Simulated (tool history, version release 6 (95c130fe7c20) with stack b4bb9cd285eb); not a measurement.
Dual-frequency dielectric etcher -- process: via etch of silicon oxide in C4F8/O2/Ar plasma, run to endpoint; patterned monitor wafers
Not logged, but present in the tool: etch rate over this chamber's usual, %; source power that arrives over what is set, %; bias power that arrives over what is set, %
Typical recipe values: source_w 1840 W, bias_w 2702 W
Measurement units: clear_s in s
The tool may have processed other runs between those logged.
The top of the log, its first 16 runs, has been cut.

run,hour,source_w,bias_w,wafers since the last listed run,hours since the last wet clean,hours since the last source power generator calibration,hours since the last bias power generator calibration,hours since the last upper electrode change,"incoming incoming film thickness, nm",clear_s
17,442.1,1840,2702,81,341.2,61.4,270.3,189.0,1537.4,327.5
18,458.6,1610,2702,68,357.7,77.9,286.8,205.5,1537.3,346.8
19,480.6,1840,2702,91,379.7,99.9,308.8,227.5,1532.9,326.4
# hour 506.3: wet clean of the chamber
20,509.9,1380,2248,22,3.6,129.2,338.1,256.8,1535.8,405.1
21,537.5,2210,3139,115,31.2,156.8,365.7,284.4,1532.8,274.4
22,569.3,1840,2702,132,63.0,188.6,397.5,316.2,1540.0,324.2
23,589.1,1840,2702,82,82.8,208.4,417.3,336.0,1527.2,319.7
24,622.8,1840,2702,140,116.5,242.1,451.0,369.7,1554.4,326.5
25,636.7,1530,2046,58,130.4,256.0,464.9,383.6,1520.6,404.9
26,657.7,1530,2046,87,151.4,277.0,485.9,404.6,1533.2,405.0
27,671.8,2270,3187,58,165.5,291.1,500.0,418.7,1529.5,270.9
28,687.1,1520,3302,63,180.8,306.4,515.3,434.0,1529.4,319.8
29,701.0,1510,2484,58,194.7,320.3,529.2,447.9,1519.8,367.5
30,727.8,1840,2702,111,221.5,347.1,556.0,474.7,1529.0,324.0
31,748.8,1840,2702,87,242.5,368.1,577.0,495.7,1526.6,326.1
32,783.1,2070,2498,143,276.8,402.4,611.3,530.0,1535.1,322.2
33,796.2,2190,3271,54,289.9,415.5,624.4,543.1,1523.5,276.5
34,822.9,1840,2702,111,316.6,442.2,651.1,569.8,1539.8,330.3
35,857.6,2290,3188,144,351.3,476.9,685.8,604.5,1523.4,273.2
# hour 893.2: wet clean of the chamber
36,936.5,2070,3359,229,43.3,555.8,764.7,683.4,1522.9,271.5

What if the next run were any one of these 3? Each begins from the tool's condition after run 36:
A,937.0,1840,2702,2,43.8,556.3,765.2,683.9,1529.6,?
B,937.0,2170,3095,2,43.8,556.3,765.2,683.9,1529.6,?
C,937.0,1450,2117,2,43.8,556.3,765.2,683.9,1529.6,?

run,clear_s
A,319.0
B,277.8
C,404.1
Stripped of hidden state, with their random variation kept, the same runs would have yielded:
run,clear_s
A,317.8
B,276.8
C,402.6
